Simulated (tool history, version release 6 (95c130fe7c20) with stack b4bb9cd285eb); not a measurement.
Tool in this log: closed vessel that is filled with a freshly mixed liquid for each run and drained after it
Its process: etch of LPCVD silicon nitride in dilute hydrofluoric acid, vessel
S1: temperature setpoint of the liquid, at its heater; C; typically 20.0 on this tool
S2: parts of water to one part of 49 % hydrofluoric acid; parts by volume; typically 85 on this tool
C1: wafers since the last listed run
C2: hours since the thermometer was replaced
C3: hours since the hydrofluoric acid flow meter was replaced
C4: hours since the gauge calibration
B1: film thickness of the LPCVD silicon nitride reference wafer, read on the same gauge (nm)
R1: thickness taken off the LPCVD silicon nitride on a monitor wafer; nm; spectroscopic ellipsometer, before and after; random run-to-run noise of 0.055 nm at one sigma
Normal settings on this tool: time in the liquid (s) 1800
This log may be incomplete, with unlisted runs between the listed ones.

Run 1, hour 0.0: usual settings; C1 0; C2 18.5; C3 669.1; C4 506.5; B1 130.01. Result: R1 8.44 nm.
Run 2, hour 59.8: usual settings; C1 2874; C2 78.3; C3 728.9; C4 566.3; B1 130.00. Result: R1 8.44 nm.
Run 3, hour 122.2: usual settings; C1 2999; C2 140.7; C3 791.3; C4 628.7; B1 130.01. Result: R1 8.60 nm.
Run 4, hour 165.6: usual settings; C1 2086; C2 184.1; C3 834.7; C4 672.1; B1 130.00. Result: R1 8.50 nm.
Run 5, hour 235.5: usual settings; C1 3360; C2 254.0; C3 904.6; C4 742.0; B1 130.01. Result: R1 8.63 nm.
Run 6, hour 293.0: usual settings but time in the liquid (s) 940; C1 2764; C2 311.5; C3 962.1; C4 799.5; B1 130.02. Result: R1 4.54 nm.
At hour 314.1: hydrofluoric acid flow meter replaced.
Run 7, hour 348.4: usual settings but time in the liquid (s) 2350; C1 2615; C2 366.9; C3 34.3; C4 854.9; B1 130.02. Result: R1 10.17 nm.
At hour 384.2: gauge calibrated.
At hour 497.8: thermometer replaced.
Run 8, hour 511.7: usual settings but S2 115 parts by volume; C1 7801; C2 13.9; C3 197.6; C4 127.5; B1 130.00. Result: R1 5.94 nm.
Run 9, hour 538.8: usual settings but S1 21.5 C, time in the liquid (s) 2740; C1 1302; C2 41.0; C3 224.7; C4 154.6; B1 129.99. Result: R1 13.49 nm.
Run 10, hour 581.3: usual settings but S1 17.0 C, time in the liquid (s) 2145; C1 2043; C2 83.5; C3 267.2; C4 197.1; B1 130.00. Result: R1 7.79 nm.
Run 11, hour 649.5: usual settings but S1 17.0 C, S2 75 parts by volume; C1 3278; C2 151.7; C3 335.4; C4 265.3; B1 130.00. Result: R1 7.39 nm.
Run 12, hour 712.5: usual settings but S1 24.0 C, time in the liquid (s) 2210; C1 3028; C2 214.7; C3 398.4; C4 328.3; B1 130.02. Result: R1 12.99 nm.
Run 13, hour 759.5: usual settings but S1 17.0 C, time in the liquid (s) 2145; C1 2259; C2 261.7; C3 445.4; C4 375.3; B1 130.01. Result: R1 7.92 nm.
Run 14, hour 829.3: usual settings but S1 22.5 C, S2 65 parts by volume, time in the liquid (s) 1260; C1 3355; C2 331.5; C3 515.2; C4 445.1; B1 129.99. Result: R1 8.79 nm.

Some steps in R1 between neighbouring runs. How much of each would the tool show without its hidden state too (settings, what came in, random variation), and how much is left for the hidden state, with any gauge scatter that isn't in both results?
The hidden state here: liquid hotter than its thermometer reads (K); hydrofluoric acid flow above the setpoint (%); gauge reads high (%).
Run 5 -> 6: time in the liquid (s) 1800 -> 940. R1 -4.09 nm: hidden state -0.39, all else -3.70.
Run 8 -> 9: S1 20.0 -> 21.5, S2 115 -> 85, time in the liquid (s) 1800 -> 2740. R1 +7.55 nm: hidden state +0.29, all else +7.26.

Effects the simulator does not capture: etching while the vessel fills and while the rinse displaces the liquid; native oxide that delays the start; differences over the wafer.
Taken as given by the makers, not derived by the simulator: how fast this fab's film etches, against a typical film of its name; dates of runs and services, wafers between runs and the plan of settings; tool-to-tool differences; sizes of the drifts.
